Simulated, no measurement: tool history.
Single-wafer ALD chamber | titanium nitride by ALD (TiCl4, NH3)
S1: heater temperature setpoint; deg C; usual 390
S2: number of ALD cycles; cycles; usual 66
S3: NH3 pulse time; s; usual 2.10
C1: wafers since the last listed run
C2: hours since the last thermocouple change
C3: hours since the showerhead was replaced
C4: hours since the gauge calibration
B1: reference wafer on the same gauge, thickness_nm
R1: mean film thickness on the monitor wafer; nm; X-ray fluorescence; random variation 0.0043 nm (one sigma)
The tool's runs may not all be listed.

run 1 day=0.000 | S1=390 S2=76 S3=1.72 | C1=0 C2=2173.2 C3=6917.0 C4=492.6 | B1=1.221 | R1=1.675
run 2 day=1.400 | S1=390 S2=66 S3=2.10 | C1=128 C2=2206.8 C3=6950.6 C4=526.2 | B1=1.219 | R1=1.464
run 3 day=2.700 | S1=390 S2=66 S3=2.10 | C1=118 C2=2238.0 C3=6981.8 C4=557.4 | B1=1.220 | R1=1.463
run 4 day=3.825 | S1=390 S2=66 S3=2.10 | C1=102 C2=2265.0 C3=7008.8 C4=584.4 | B1=1.220 | R1=1.468
run 5 day=4.708 | S1=399 S2=66 S3=1.92 | C1=80 C2=2286.2 C3=7030.0 C4=605.6 | B1=1.219 | R1=1.470
run 6 day=5.296 | S1=399 S2=66 S3=1.92 | C1=53 C2=2300.3 C3=7044.1 C4=619.7 | B1=1.220 | R1=1.475
run 7 day=6.692 | S1=390 S2=66 S3=2.10 | C1=127 C2=2333.8 C3=7077.6 C4=653.2 | B1=1.220 | R1=1.464
run 8 day=7.662 | S1=390 S2=66 S3=2.10 | C1=88 C2=2357.1 C3=7100.9 C4=676.5 | B1=1.219 | R1=1.464
-- day=8.117 showerhead replaced
run 9 day=8.308 | S1=390 S2=71 S3=2.10 | C1=28 C2=2372.6 C3=4.6 C4=692.0 | B1=1.221 | R1=1.579
run 10 day=8.942 | S1=390 S2=66 S3=2.10 | C1=57 C2=2387.8 C3=19.8 C4=707.2 | B1=1.219 | R1=1.459
run 11 day=9.475 | S1=390 S2=66 S3=2.10 | C1=48 C2=2400.6 C3=32.6 C4=720.0 | B1=1.219 | R1=1.457
-- day=10.162 gauge calibrated
run 12 day=10.467 | S1=390 S2=66 S3=2.10 | C1=90 C2=2424.4 C3=56.4 C4=7.3 | B1=1.220 | R1=1.465
run 13 day=11.617 | S1=390 S2=66 S3=2.10 | C1=105 C2=2452.0 C3=84.0 C4=34.9 | B1=1.221 | R1=1.463
run 14 day=14.583 | S1=390 S2=66 S3=2.10 | C1=271 C2=2523.2 C3=155.2 C4=106.1 | B1=1.220 | R1=1.472
run 15 day=15.696 | S1=390 S2=66 S3=2.10 | C1=101 C2=2549.9 C3=181.9 C4=132.8 | B1=1.222 | R1=1.458
run 16 day=16.596 | S1=390 S2=66 S3=2.10 | C1=82 C2=2571.5 C3=203.5 C4=154.4 | B1=1.221 | R1=1.466
run 17 day=17.671 | S1=390 S2=66 S3=1.79 | C1=98 C2=2597.3 C3=229.3 C4=180.2 | B1=1.220 | R1=1.453
run 18 day=19.029 | S1=390 S2=66 S3=2.10 | C1=124 C2=2629.9 C3=261.9 C4=212.8 | B1=1.219 | R1=1.466
run 19 day=19.612 | S1=390 S2=59 S3=2.89 | C1=53 C2=2643.9 C3=275.9 C4=226.8 | B1=1.220 | R1=1.322
-- day=20.008 thermocouple changed; heater temperature recalibrated
run 20 day=20.217 | S1=390 S2=66 S3=2.10 | C1=24 C2=5.0 C3=290.4 C4=241.3 | B1=1.219 | R1=1.466
run 21 day=20.917 | S1=390 S2=66 S3=2.10 | C1=64 C2=21.8 C3=307.2 C4=258.1 | B1=1.221 | R1=1.456
run 22 day=21.812 | S1=390 S2=54 S3=1.49 | C1=81 C2=43.3 C3=328.7 C4=279.6 | B1=1.219 | R1=1.181
run 23 day=22.696 | S1=390 S2=79 S3=2.10 | C1=80 C2=64.5 C3=349.9 C4=300.8 | B1=1.219 | R1=1.759
run 24 day=23.296 | S1=383 S2=66 S3=2.83 | C1=54 C2=78.9 C3=364.3 C4=315.2 | B1=1.220 | R1=1.479
run 25 day=24.096 | S1=386 S2=60 S3=1.33 | C1=73 C2=98.1 C3=383.5 C4=334.4 | B1=1.219 | R1=1.290
run 26 day=24.850 | S1=390 S2=76 S3=2.10 | C1=69 C2=116.2 C3=401.6 C4=352.5 | B1=1.220 | R1=1.682
run 27 day=25.679 | S1=390 S2=66 S3=2.10 | C1=75 C2=136.1 C3=421.5 C4=372.4 | B1=1.220 | R1=1.470
run 28 day=26.504 | S1=390 S2=66 S3=2.10 | C1=75 C2=155.9 C3=441.3 C4=392.2 | B1=1.221 | R1=1.461
run 29 day=27.025 | S1=390 S2=61 S3=1.66 | C1=47 C2=168.4 C3=453.8 C4=404.7 | B1=1.220 | R1=1.342
run 30 day=28.138 | S1=377 S2=66 S3=1.77 | C1=101 C2=195.1 C3=480.5 C4=431.4 | B1=1.220 | R1=1.426
run 31 day=29.379 | S1=390 S2=66 S3=2.10 | C1=113 C2=224.9 C3=510.3 C4=461.2 | B1=1.220 | R1=1.470
run 32 day=29.900 | S1=386 S2=58 S3=2.55 | C1=47 C2=237.4 C3=522.8 C4=473.7 | B1=1.220 | R1=1.298
run 33 day=30.596 | S1=390 S2=66 S3=2.85 | C1=63 C2=254.1 C3=539.5 C4=490.4 | B1=1.221 | R1=1.490
run 34 day=33.629 | S1=390 S2=66 S3=2.10 | C1=277 C2=326.9 C3=612.3 C4=563.2 | B1=1.220 | R1=1.471
run 35 day=34.154 | S1=376 S2=72 S3=1.45 | C1=48 C2=339.5 C3=624.9 C4=575.8 | B1=1.221 | R1=1.535
run 36 day=35.300 | S1=380 S2=78 S3=2.37 | C1=104 C2=367.0 C3=652.4 C4=603.3 | B1=1.219 | R1=1.716
run 37 day=36.250 | S1=380 S2=78 S3=2.37 | C1=86 C2=389.8 C3=675.2 C4=626.1 | B1=1.220 | R1=1.726
run 38 day=36.929 | S1=390 S2=66 S3=2.10 | C1=62 C2=406.1 C3=691.5 C4=642.4 | B1=1.222 | R1=1.457
run 39 day=37.971 | S1=385 S2=66 S3=1.83 | C1=95 C2=431.1 C3=716.5 C4=667.4 | B1=1.218 | R1=1.452

The tool's hidden state at each run:
wafer temperature above the value expected at the setpoint (K): 0 in every run
gauge reads high (%): 0 in every run

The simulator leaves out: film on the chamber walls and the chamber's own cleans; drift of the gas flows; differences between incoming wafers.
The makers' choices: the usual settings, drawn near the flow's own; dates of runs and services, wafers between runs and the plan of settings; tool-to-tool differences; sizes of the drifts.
